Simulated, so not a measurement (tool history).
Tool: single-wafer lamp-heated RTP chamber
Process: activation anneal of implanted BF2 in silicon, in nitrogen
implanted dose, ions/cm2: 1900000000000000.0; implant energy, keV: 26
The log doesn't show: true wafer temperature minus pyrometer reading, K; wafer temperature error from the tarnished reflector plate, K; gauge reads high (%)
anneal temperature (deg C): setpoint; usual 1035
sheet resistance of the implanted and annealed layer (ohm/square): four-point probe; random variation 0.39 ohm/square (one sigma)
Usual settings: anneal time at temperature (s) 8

run   hour  anneal temperature (deg C)  anneal time at temperature (s)  wafers since the last listed run  wafers since the last pyrometer calibration  wafers since the reflector plate was cleaned  hours since the gauge calibration  read-back reference wafer on the same gauge, sheet resistance  sheet resistance of the implanted and annealed layer (ohm/square)
  1    0.0                        1035                              10                                 0                                          169                                          7777                              596.7                                                         133.97                                                             117.10
  2   33.0                        1035                              10                               823                                          992                                          8600                              629.7                                                         133.92                                                             116.19
  3   64.6                        1013                               8                               788                                         1781                                          9388                              661.3                                                         134.00                                                             137.47
  4   94.9                        1055                               8                               755                                         2536                                         10144                              691.6                                                         134.03                                                             105.59
  5  120.0                        1055                               8                               626                                         3163                                         10770                              716.7                                                         134.03                                                             105.59
  6  137.2                        1017                               8                               429                                         3592                                         11199                              733.9                                                         134.06                                                             132.93
  7  155.8                        1017                               8                               463                                         4056                                         11663                              752.5                                                         134.00                                                             132.54
     170.0  -- reflector plate cleaned
  8  179.4                        1017                               8                               389                                         4445                                           233                              776.1                                                         133.97                                                             132.46
  9  194.0                        1035                               8                               364                                         4809                                           597                              790.7                                                         133.90                                                             118.24
     224.6  -- pyrometer window cleaned and pyrometer calibrated, repeated, since the last time left the tool worse
 10  225.1                        1035                               8                               576                                           11                                          1174                              821.8                                                         134.11                                                             127.53
 11  244.4                        1035                               8                               481                                          492                                          1655                              841.1                                                         134.09                                                             126.39
 12  267.0                        1035                               8                               563                                         1056                                          2219                              863.7                                                         133.91                                                             126.02
 13  299.7                        1035                               8                               815                                         1872                                          3034                              896.4                                                         133.97                                                             126.08
     305.0  -- gauge calibrated
 14  327.2                        1021                               6                               685                                         2558                                          3720                               22.2                                                         133.99                                                             140.84
 15  352.9                        1050                               8                               641                                         3199                                          4361                               47.9                                                         133.86                                                             114.37
 16  365.3                        1035                               8                               309                                         3508                                          4671                               60.3                                                         133.98                                                             124.88
 17  395.1                        1016                               5                               743                                         4252                                          5414                               90.1                                                         133.88                                                             147.25
 18  462.3                        1061                               8                              1676                                         5928                                          7090                              157.3                                                         133.93                                                             105.66
 19  488.2                        1054                              11                               646                                         6574                                          7736                              183.2                                                         133.96                                                             104.39
 20  501.9                        1035                               8                               341                                         6916                                          8078                              196.9                                                         133.87                                                             122.94
 21  529.7                        1035                               6                               693                                         7609                                          8772                              224.7                                                         133.96                                                             127.32
 22  544.3                        1035                               8                               364                                         7973                                          9136                              239.3                                                         133.98                                                             122.48
     579.3  -- pyrometer window cleaned and pyrometer calibrated
 23  579.8                        1035                               8                               685                                           12                                          9822                              274.8                                                         133.90                                                             127.78
 24  595.3                        1018                               4                               386                                          399                                         10208                              290.3                                                         133.92                                                             151.35
     620.3  -- reflector plate cleaned
 25  620.8                        1059                               6                               436                                          835                                            13                              315.8                                                         134.07                                                             113.25
 26  645.3                        1013                              11                               611                                         1446                                           624                              340.3                                                         134.03                                                             139.54
 27  660.9                        1035                               8                               389                                         1836                                          1013                              355.9                                                         134.07                                                             126.00
 28  681.1                        1065                              11                               503                                         2339                                          1517                              376.1                                                         133.85                                                              98.76
 29  713.9                        1035                              12                               818                                         3158                                          2335                              408.9                                                         134.04                                                             117.97
 30  735.7                        1017                               8                               543                                         3701                                          2879                              430.7                                                         134.01                                                             139.92
 31  752.4                        1055                               8                               416                                         4118                                          3296                              447.4                                                         134.07                                                             110.10
 32  772.9                        1047                              11                               511                                         4629                                          3807                              467.9                                                         133.97                                                             110.67
 33  793.7                        1015                              11                               518                                         5148                                          4326                              488.7                                                         133.89                                                             135.19
 34  809.0                        1052                               5                               381                                         5530                                          4708                              504.0                                                         134.00                                                             119.50
 35  825.9                        1058                              13                               421                                         5951                                          5129                              520.9                                                         134.01                                                              99.28
 36  855.4                        1053                               7                               735                                         6687                                          5865                              550.4                                                         133.99                                                             112.85
 37  891.1                        1046                               7                               890                                         7578                                          6756                              586.1                                                         134.09                                                             117.32

Some steps in sheet resistance of the implanted and annealed layer (ohm/square) between neighbouring runs. How much of each would the tool show without its hidden state too (settings, what came in, random variation), and how much is left for the hidden state, with any gauge scatter that isn't in both results?
Run 3 -> 4: anneal temperature (deg C) 1013 -> 1055. sheet resistance of the implanted and annealed layer (ohm/square) -31.88: hidden state +1.73, all else -33.61.
Run 5 -> 6: anneal temperature (deg C) 1055 -> 1017. sheet resistance of the implanted and annealed layer (ohm/square) +27.34: hidden state -2.14, all else +29.48.
Run 9 -> 10: pyrometer window cleaned and pyrometer calibrated, repeated, since the last time left the tool worse. sheet resistance of the implanted and annealed layer (ohm/square) +9.29: hidden state +8.65, all else +0.64.
Run 17 -> 18: anneal temperature (deg C) 1016 -> 1061, anneal time at temperature (s) 5 -> 8. sheet resistance of the implanted and annealed layer (ohm/square) -41.59: hidden state -0.09, all else -41.50.
Run 22 -> 23: pyrometer window cleaned and pyrometer calibrated. sheet resistance of the implanted and annealed layer (ohm/square) +5.30: hidden state +4.28, all else +1.02.
Run 24 -> 25: anneal temperature (deg C) 1018 -> 1059, anneal time at temperature (s) 4 -> 6, reflector plate cleaned. sheet resistance of the implanted and annealed layer (ohm/square) -38.10: hidden state -0.14, all else -37.96.

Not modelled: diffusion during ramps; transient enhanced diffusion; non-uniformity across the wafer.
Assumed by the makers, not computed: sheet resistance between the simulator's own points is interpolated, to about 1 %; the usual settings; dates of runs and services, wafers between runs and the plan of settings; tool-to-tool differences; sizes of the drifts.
